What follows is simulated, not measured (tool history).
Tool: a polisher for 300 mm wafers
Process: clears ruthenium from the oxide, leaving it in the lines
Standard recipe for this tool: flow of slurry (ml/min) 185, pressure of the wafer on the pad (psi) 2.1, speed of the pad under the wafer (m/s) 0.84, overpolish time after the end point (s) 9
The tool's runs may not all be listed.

| run | hour | flow of slurry (ml/min) | pressure of the wafer on the pad (psi) | speed of the pad under the wafer (m/s) | overpolish time after the end point (s) | incoming thickness of the incoming film, nm | time until the end point was called (s) |
|---|---|---|---|---|---|---|---|
| 1 | 0.0 | 185 | 2.1 | 0.84 | 9 | 149.5 | 153.0 |
| 2 | 25.9 | 185 | 2.1 | 0.84 | 9 | 150.9 | 154.5 |
| 3 | 48.9 | 185 | 2.1 | 0.84 | 9 | 150.0 | 154.3 |
| 4 | 67.9 | 185 | 2.1 | 0.84 | 9 | 149.4 | 156.8 |
| 5 | 84.5 | 185 | 2.1 | 0.84 | 9 | 147.5 | 149.1 |
| 6 | 100.8 | 185 | 2.1 | 0.84 | 9 | 150.4 | 153.7 |
|  | 110.2 | worn pad replaced by a new one |
| 7 | 115.1 | 185 | 2.1 | 0.84 | 9 | 150.3 | 150.8 |
| 8 | 135.0 | 185 | 2.1 | 0.84 | 9 | 147.8 | 145.6 |
| 9 | 167.7 | 185 | 2.1 | 0.84 | 9 | 149.7 | 146.7 |
| 10 | 200.0 | 185 | 1.8 | 0.84 | 9 | 150.0 | 176.0 |
| 11 | 218.9 | 185 | 1.8 | 0.84 | 9 | 151.7 | 177.9 |
|  | 227.2 | slurry nozzle cleaned |
| 12 | 281.4 | 185 | 2.6 | 0.70 | 9 | 149.2 | 140.6 |
|  | 296.7 | worn pad replaced by a new one |
| 13 | 315.8 | 185 | 2.6 | 0.70 | 9 | 147.4 | 141.4 |
| 14 | 341.7 | 185 | 2.6 | 0.70 | 9 | 151.5 | 144.0 |
| 15 | 359.4 | 185 | 2.1 | 0.84 | 9 | 152.6 | 148.6 |
| 16 | 390.2 | 185 | 2.1 | 0.84 | 9 | 148.9 | 142.3 |
| 17 | 424.4 | 185 | 2.1 | 0.84 | 9 | 149.2 | 141.0 |
|  | 449.2 | slurry nozzle cleaned |
| 18 | 449.7 | 185 | 2.1 | 0.84 | 6 | 150.6 | 147.1 |
| 19 | 469.0 | 185 | 2.1 | 1.12 | 9 | 152.0 | 109.6 |
| 20 | 496.3 | 185 | 2.1 | 0.84 | 9 | 148.4 | 146.6 |
| 21 | 527.1 | 185 | 2.1 | 0.54 | 4 | 149.0 | 214.5 |
|  | 539.8 | worn pad replaced by a new one |
| 22 | 545.9 | 185 | 2.1 | 0.84 | 9 | 151.3 | 145.1 |
| 23 | 576.7 | 205 | 1.7 | 1.02 | 11 | 152.1 | 144.1 |
| 24 | 629.8 | 185 | 2.1 | 0.84 | 9 | 151.7 | 145.8 |
|  | 648.3 | slurry nozzle cleaned |
| 25 | 648.8 | 200 | 1.6 | 1.04 | 13 | 148.9 | 147.8 |
| 26 | 677.1 | 185 | 2.1 | 0.60 | 9 | 151.6 | 193.9 |
| 27 | 691.5 | 220 | 2.7 | 0.84 | 10 | 150.9 | 107.2 |
| 28 | 723.0 | 150 | 2.8 | 1.12 | 9 | 151.8 | 81.3 |
|  | 728.2 | worn pad replaced by a new one |
|  | 738.9 | head pressure recalibrated |
| 29 | 741.1 | 125 | 2.1 | 0.62 | 9 | 152.2 | 234.8 |
| 30 | 767.7 | 165 | 1.7 | 0.62 | 10 | 152.1 | 282.5 |
| 31 | 787.8 | 185 | 2.1 | 1.02 | 11 | 148.7 | 133.9 |
| 32 | 823.9 | 185 | 2.1 | 0.84 | 9 | 150.0 | 158.7 |
| 33 | 841.3 | 185 | 2.1 | 0.84 | 9 | 153.3 | 162.4 |
| 34 | 869.8 | 225 | 2.3 | 0.84 | 9 | 149.6 | 138.7 |
| 35 | 883.9 | 185 | 2.3 | 0.70 | 7 | 148.7 | 166.3 |
|  | 909.2 | slurry nozzle cleaned |
|  | 917.8 | worn pad replaced by a new one |
| 36 | 918.3 | 185 | 2.1 | 0.84 | 9 | 148.6 | 155.7 |
| 37 | 1023.2 | 185 | 2.1 | 0.84 | 9 | 148.8 | 152.6 |
| 38 | 1047.9 | 185 | 2.1 | 0.84 | 9 | 147.6 | 149.9 |

Below are 3 alternative next runs, each starting from the tool's condition after run 38. Predict each:
| A | 1048.4 | 235 | 2.1 | 0.84 | 9 | 152.0 | ? |
| B | 1048.4 | 210 | 2.1 | 0.56 | 9 | 152.0 | ? |
| C | 1048.4 | 250 | 2.1 | 0.84 | 6 | 152.0 | ? |

| run | time until the end point was called (s) |
|---|---|
| A | 149.9 |
| B | 227.6 |
| C | 148.9 |
Without the tool's hidden state the same runs would have given:
| run | time until the end point was called (s) |
|---|---|
| A | 153.3 |
| B | 232.8 |
| C | 152.3 |

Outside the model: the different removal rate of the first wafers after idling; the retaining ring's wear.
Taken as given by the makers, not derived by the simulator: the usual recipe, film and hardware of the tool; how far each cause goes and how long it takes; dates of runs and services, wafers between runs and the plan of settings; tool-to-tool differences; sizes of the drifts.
